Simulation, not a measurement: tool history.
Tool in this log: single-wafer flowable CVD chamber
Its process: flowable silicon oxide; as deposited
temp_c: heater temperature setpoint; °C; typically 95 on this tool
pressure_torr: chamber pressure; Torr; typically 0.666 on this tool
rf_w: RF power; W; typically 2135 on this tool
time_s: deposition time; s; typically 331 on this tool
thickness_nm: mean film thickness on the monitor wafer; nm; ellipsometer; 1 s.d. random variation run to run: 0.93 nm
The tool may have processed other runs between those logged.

run	hour	temp_c	pressure_torr	rf_w	time_s	read-back reference wafer on the same gauge, thickness_nm	thickness_nm
1	0	95	0.666	2465	331	189.776	182.998
2	66.8	95	0.666	2465	331	189.929	183.857
# hour 99.7: thermocouple changed; heater temperature recalibrated
3	131.2	95	0.666	2135	296	190.527	158.643
4	216.8	95	0.666	2135	296	190.004	158.297
# hour 526.6: capacitance manometer re-zeroed and calibrated
5	530.7	95	0.666	2135	296	189.941	157.644
# hour 544.5: RF generator calibrated
6	592.6	95	0.666	2135	331	189.608	179.318
7	685.2	95	0.666	2135	331	189.667	178.213
8	793.1	95	0.666	2135	331	190.027	178.024
9	891.6	95	0.666	2135	331	190.36	178.6
# hour 966.1: gauge calibrated
10	999.3	95	0.666	1775	331	190.005	173.316
# hour 1056.3: showerhead replaced
11	1056.8	110	0.729	2135	387	190.128	137.43
# hour 1085: thermocouple changed; heater temperature recalibrated
12	1156.7	95	0.666	2135	331	189.328	174.952
13	1347.8	95	0.666	2135	331	189.391	176.392
14	1439.1	100	0.72	1905	331	189.874	157.049
15	1496.2	95	0.605	1930	331	190.271	157.283
16	1565.9	80	0.749	2405	331	189.818	326.508
17	1649.2	82	0.666	1850	331	189.442	261.574
18	1695.2	95	0.5	2135	331	190.089	132.818
19	1755.3	95	0.666	2135	331	190.356	178.184

Measured result minus the same run's result without the hidden state. Both carry the same run-to-run variation, though not necessarily the same gauge scatter:
Hidden conditions of the tool in this case: wafer temperature above the value expected at the setpoint (K); delivered RF power above the setpoint (%); true pressure above the setpoint (%); gauge reads high (%).
run	thickness_nm
1	+4.414
2	+4.71
3	+0.765
4	+1.073
5	+2.193
6	+2.746
7	+3.102
8	+3.532
9	+3.939
10	+4.242
11	+3.39
12	+0.025
13	+0.796
14	+1.067
15	+1.242
16	+2.384
17	+2.741
18	+1.65
19	+2.456

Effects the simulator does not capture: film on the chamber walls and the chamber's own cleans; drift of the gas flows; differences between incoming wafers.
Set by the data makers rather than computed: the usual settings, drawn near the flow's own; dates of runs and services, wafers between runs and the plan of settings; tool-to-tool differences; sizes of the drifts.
